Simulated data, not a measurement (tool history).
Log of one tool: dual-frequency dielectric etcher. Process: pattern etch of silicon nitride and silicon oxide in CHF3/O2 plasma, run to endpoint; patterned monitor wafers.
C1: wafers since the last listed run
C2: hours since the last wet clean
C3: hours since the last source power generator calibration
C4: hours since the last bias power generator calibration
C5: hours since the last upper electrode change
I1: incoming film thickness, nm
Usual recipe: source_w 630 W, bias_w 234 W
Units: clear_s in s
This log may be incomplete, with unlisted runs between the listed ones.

Run 1, hour 0.0: usual settings but bias_w 256 W; C1 0; C2 277.2; C3 3221.7; C4 4344.9; C5 2258.7; I1 311.1. Result: clear_s 169.7 s.
Run 2, hour 6.5: usual settings but bias_w 256 W; C1 64; C2 283.7; C3 3228.2; C4 4351.4; C5 2265.2; I1 310.0. Result: clear_s 167.7 s.
Run 3, hour 18.6: usual settings but bias_w 256 W; C1 120; C2 295.8; C3 3240.3; C4 4363.5; C5 2277.3; I1 310.2. Result: clear_s 168.8 s.
Run 4, hour 33.2: usual settings; C1 144; C2 310.4; C3 3254.9; C4 4378.1; C5 2291.9; I1 313.7. Result: clear_s 179.6 s.
Run 5, hour 44.0: usual settings; C1 107; C2 321.2; C3 3265.7; C4 4388.9; C5 2302.7; I1 313.7. Result: clear_s 177.3 s.
Run 6, hour 51.7: usual settings; C1 76; C2 328.9; C3 3273.4; C4 4396.6; C5 2310.4; I1 312.4. Result: clear_s 176.1 s.
Run 7, hour 58.5: usual settings; C1 67; C2 335.7; C3 3280.2; C4 4403.4; C5 2317.2; I1 311.5. Result: clear_s 176.3 s.
Run 8, hour 74.8: usual settings; C1 161; C2 352.0; C3 3296.5; C4 4419.7; C5 2333.5; I1 312.6. Result: clear_s 177.5 s.
Run 9, hour 81.1: usual settings; C1 62; C2 358.3; C3 3302.8; C4 4426.0; C5 2339.8; I1 312.6. Result: clear_s 175.9 s.
Run 10, hour 96.1: usual settings; C1 148; C2 373.3; C3 3317.8; C4 4441.0; C5 2354.8; I1 313.1. Result: clear_s 177.0 s.
Run 11, hour 102.8: usual settings; C1 66; C2 380.0; C3 3324.5; C4 4447.7; C5 2361.5; I1 313.5. Result: clear_s 178.3 s.
Run 12, hour 120.1: usual settings; C1 171; C2 397.3; C3 3341.8; C4 4465.0; C5 2378.8; I1 311.0. Result: clear_s 175.1 s.
At hour 133.2: source power generator calibrated.
Run 13, hour 133.7: usual settings but source_w 510 W, bias_w 253 W; C1 95; C2 410.9; C3 0.5; C4 4478.6; C5 2392.4; I1 313.3. Result: clear_s 184.9 s.
Run 14, hour 142.9: usual settings but bias_w 185 W; C1 91; C2 420.1; C3 9.7; C4 4487.8; C5 2401.6; I1 311.3. Result: clear_s 199.7 s.
At hour 168.7: upper electrode replaced.
Run 15, hour 169.2: usual settings; C1 22; C2 446.4; C3 36.0; C4 4514.1; C5 0.5; I1 310.4. Result: clear_s 175.2 s.
Run 16, hour 169.6: usual settings but source_w 550 W, bias_w 182 W; C1 3; C2 446.8; C3 36.4; C4 4514.5; C5 0.9; I1 312.6. Result: clear_s 216.1 s.
Run 17, hour 177.1: usual settings but source_w 480 W, bias_w 205 W; C1 74; C2 454.3; C3 43.9; C4 4522.0; C5 8.4; I1 311.3. Result: clear_s 208.8 s.
At hour 215.4: wet clean of the chamber.
Run 18, hour 220.8: usual settings but source_w 710 W, bias_w 178 W; C1 195; C2 5.4; C3 87.6; C4 4565.7; C5 52.1; I1 314.1. Result: clear_s 203.6 s.

What will run 19 give?
At hour 232.3: bias power generator calibrated.
Run 19, hour 233.6: usual settings but source_w 710 W; C1 87; C2 18.2; C3 100.4; C4 1.3; C5 64.9; I1 312.7. Result: clear_s ?.

clear_s: 172.4 s
With the hidden condition absent and the run-to-run variation left alone, this run would have shown clear_s 173.5 s.
